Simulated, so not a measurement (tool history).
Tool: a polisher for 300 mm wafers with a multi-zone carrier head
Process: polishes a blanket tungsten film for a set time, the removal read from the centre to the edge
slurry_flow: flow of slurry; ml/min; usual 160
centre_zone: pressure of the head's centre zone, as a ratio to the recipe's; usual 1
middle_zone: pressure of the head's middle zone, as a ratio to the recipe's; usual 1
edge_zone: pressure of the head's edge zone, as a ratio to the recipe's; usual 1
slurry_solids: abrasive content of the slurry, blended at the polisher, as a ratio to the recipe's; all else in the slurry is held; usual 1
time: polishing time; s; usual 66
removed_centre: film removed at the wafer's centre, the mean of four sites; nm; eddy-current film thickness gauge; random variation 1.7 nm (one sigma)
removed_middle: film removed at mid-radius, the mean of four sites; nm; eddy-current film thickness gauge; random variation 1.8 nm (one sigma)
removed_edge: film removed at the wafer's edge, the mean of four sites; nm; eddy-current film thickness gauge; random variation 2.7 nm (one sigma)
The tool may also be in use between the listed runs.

| run | hour | slurry_flow | centre_zone | middle_zone | edge_zone | slurry_solids | time | incoming thickness of the incoming film, nm | removed_centre | removed_middle | removed_edge |
|---|---|---|---|---|---|---|---|---|---|---|---|
| 1 | 0 | 160 | 1 | 1 | 1 | 1 | 66 | 1189.9 | 192.1 | 213.8 | 216.8 |
|  | 3.9 | centre zone pressure recalibrated |
| 2 | 10.7 | 160 | 1 | 1.08 | 1 | 1 | 66 | 1187.8 | 222.7 | 225.1 | 215.7 |
| 3 | 17.2 | 160 | 1 | 1 | 1 | 1 | 66 | 1199.7 | 222.9 | 214.2 | 218.6 |
|  | 25.8 | slurry nozzle cleaned |
| 4 | 28.5 | 160 | 1 | 1 | 1 | 1 | 66 | 1176.7 | 221.9 | 214.4 | 221.7 |
|  | 36.1 | worn pad replaced by a new one |
| 5 | 42.1 | 185 | 0.92 | 1 | 1 | 1 | 45 | 1171.1 | 141.9 | 149 | 152.1 |
|  | 57 | carrier head's membrane replaced by a new one |
| 6 | 57.5 | 120 | 1 | 1 | 1 | 1 | 66 | 1187.2 | 212.7 | 204.1 | 214.3 |
| 7 | 65.9 | 140 | 0.97 | 1 | 1 | 1.15 | 66 | 1174.3 | 220.2 | 218.5 | 223.6 |
| 8 | 76.9 | 160 | 1 | 1 | 1 | 1 | 66 | 1197.2 | 219.4 | 213 | 214.2 |
| 9 | 84.7 | 160 | 1 | 1 | 1 | 1 | 66 | 1174.2 | 218.3 | 214.2 | 221 |
| 10 | 94.3 | 160 | 1 | 1.11 | 1 | 1.15 | 66 | 1185.6 | 226.9 | 241.3 | 223.6 |
| 11 | 109.4 | 160 | 1 | 1 | 1 | 1 | 66 | 1169.8 | 218.1 | 210.7 | 214.1 |
| 12 | 119.1 | 160 | 1 | 1 | 1 | 1 | 66 | 1192.7 | 220.2 | 212.6 | 217.4 |
| 13 | 133.2 | 160 | 1 | 1 | 1 | 1 | 66 | 1168.7 | 220.7 | 214.3 | 219.2 |
|  | 139.8 | edge zone pressure recalibrated |
| 14 | 141 | 160 | 1 | 0.94 | 1 | 0.9 | 88 | 1183.7 | 281.1 | 262 | 280.5 |
| 15 | 193.2 | 160 | 0.9 | 0.92 | 1 | 1 | 49 | 1182.3 | 146.8 | 149 | 163.9 |
| 16 | 202.2 | 135 | 0.96 | 1 | 0.94 | 1 | 66 | 1205.2 | 206 | 207.3 | 206.1 |

The next listed run, before its measurement:
| 17 | 214 | 160 | 1 | 1 | 1 | 1 | 44 | 1176.1 | ? | ? | ? |

{"run 17": {"removed_centre": 145.4, "removed_middle": 142, "removed_edge": 146.7}}
Without the tool's hidden state the same run would have given removed_centre 146.6 nm, removed_middle 142 nm, removed_edge 146.7 nm.

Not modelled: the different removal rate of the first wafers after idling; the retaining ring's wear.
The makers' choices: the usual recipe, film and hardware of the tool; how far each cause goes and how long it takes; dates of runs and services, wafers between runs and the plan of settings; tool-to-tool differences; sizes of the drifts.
